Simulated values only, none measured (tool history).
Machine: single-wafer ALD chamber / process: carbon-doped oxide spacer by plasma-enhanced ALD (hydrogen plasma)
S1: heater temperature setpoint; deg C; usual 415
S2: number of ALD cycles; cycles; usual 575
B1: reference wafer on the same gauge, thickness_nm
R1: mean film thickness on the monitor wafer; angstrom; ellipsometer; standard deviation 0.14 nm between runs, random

{"run": 1, "day": 0.0, "S1": 415, "S2": 575, "B1": 31.307, "R1": 265.51}
{"run": 2, "day": 1.379, "S1": 415, "S2": 575, "B1": 31.302, "R1": 267.86}
{"run": 3, "day": 1.962, "S1": 415, "S2": 575, "B1": 31.37, "R1": 268.4}
{"run": 4, "day": 3.346, "S1": 423, "S2": 575, "B1": 31.348, "R1": 262.97}
{"run": 5, "day": 4.708, "S1": 423, "S2": 575, "B1": 31.366, "R1": 263.2}
{"run": 6, "day": 5.538, "S1": 423, "S2": 575, "B1": 31.382, "R1": 260.92}
{"run": 7, "day": 7.025, "S1": 406, "S2": 575, "B1": 31.39, "R1": 276.13}
{"run": 8, "day": 8.167, "S1": 406, "S2": 575, "B1": 31.434, "R1": 276.17}
{"run": 9, "day": 8.854, "S1": 415, "S2": 612, "B1": 31.425, "R1": 286.5}
{"run": 10, "day": 9.979, "S1": 415, "S2": 612, "B1": 31.417, "R1": 287.54}
{"run": 11, "day": 11.346, "S1": 415, "S2": 575, "B1": 31.416, "R1": 268.9}
{"run": 12, "day": 11.904, "S1": 426, "S2": 612, "B1": 31.45, "R1": 277.38}
{"run": 13, "day": 13.3, "S1": 415, "S2": 575, "B1": 31.473, "R1": 267.9}
{"run": 14, "day": 14.588, "S1": 403, "S2": 575, "B1": 31.445, "R1": 279.29}
{"run": 15, "day": 15.412, "S1": 428, "S2": 541, "B1": 31.448, "R1": 244.38}
{"run": 16, "day": 16.054, "S1": 410, "S2": 625, "B1": 31.448, "R1": 292.85}
{"day": 16.342, "done": "gauge calibrated"}
{"run": 17, "day": 17.104, "S1": 401, "S2": 575, "B1": 30.897, "R1": 273.99}
{"run": 18, "day": 18.342, "S1": 415, "S2": 575, "B1": 30.992, "R1": 263.95}
{"run": 19, "day": 19.079, "S1": 410, "S2": 500, "B1": 31.038, "R1": 234.09}
{"day": 19.875, "done": "thermocouple changed; heater temperature recalibrated"}
{"run": 20, "day": 20.012, "S1": 402, "S2": 486, "B1": 31.097, "R1": 234.57}
{"run": 21, "day": 21.5, "S1": 423, "S2": 471, "B1": 31.157, "R1": 213.63}
{"run": 22, "day": 22.346, "S1": 419, "S2": 538, "B1": 31.217, "R1": 246.97}
{"run": 23, "day": 23.288, "S1": 423, "S2": 626, "B1": 31.244, "R1": 286.92}
{"run": 24, "day": 24.504, "S1": 415, "S2": 682, "B1": 31.275, "R1": 316.26}
{"run": 25, "day": 25.429, "S1": 415, "S2": 575, "B1": 31.335, "R1": 267.16}
{"run": 26, "day": 26.188, "S1": 405, "S2": 544, "B1": 31.384, "R1": 262.98}
{"run": 27, "day": 27.554, "S1": 404, "S2": 606, "B1": 31.408, "R1": 291.06}

Consider 4 possible next runs. They are alternatives, not a sequence: every one starts from the tool as it was left by run 27. What does each give?
{"run": "A", "day": 27.608, "S1": 428, "S2": 575, "B1": "?", "R1": "?"}
{"run": "B", "day": 27.608, "S1": 422, "S2": 518, "B1": "?", "R1": "?"}
{"run": "C", "day": 27.608, "S1": 415, "S2": 514, "B1": "?", "R1": "?"}
{"run": "D", "day": 27.608, "S1": 422, "S2": 608, "B1": "?", "R1": "?"}

run=A B1=31.367 R1=259.37
run=B B1=31.367 R1=237.68
run=C B1=31.367 R1=240.5
run=D B1=31.367 R1=278.98
Without the tool's unlogged condition, the same runs would have read:
run=A R1=254.66
run=B R1=233.36
run=C R1=236.13
run=D R1=273.91

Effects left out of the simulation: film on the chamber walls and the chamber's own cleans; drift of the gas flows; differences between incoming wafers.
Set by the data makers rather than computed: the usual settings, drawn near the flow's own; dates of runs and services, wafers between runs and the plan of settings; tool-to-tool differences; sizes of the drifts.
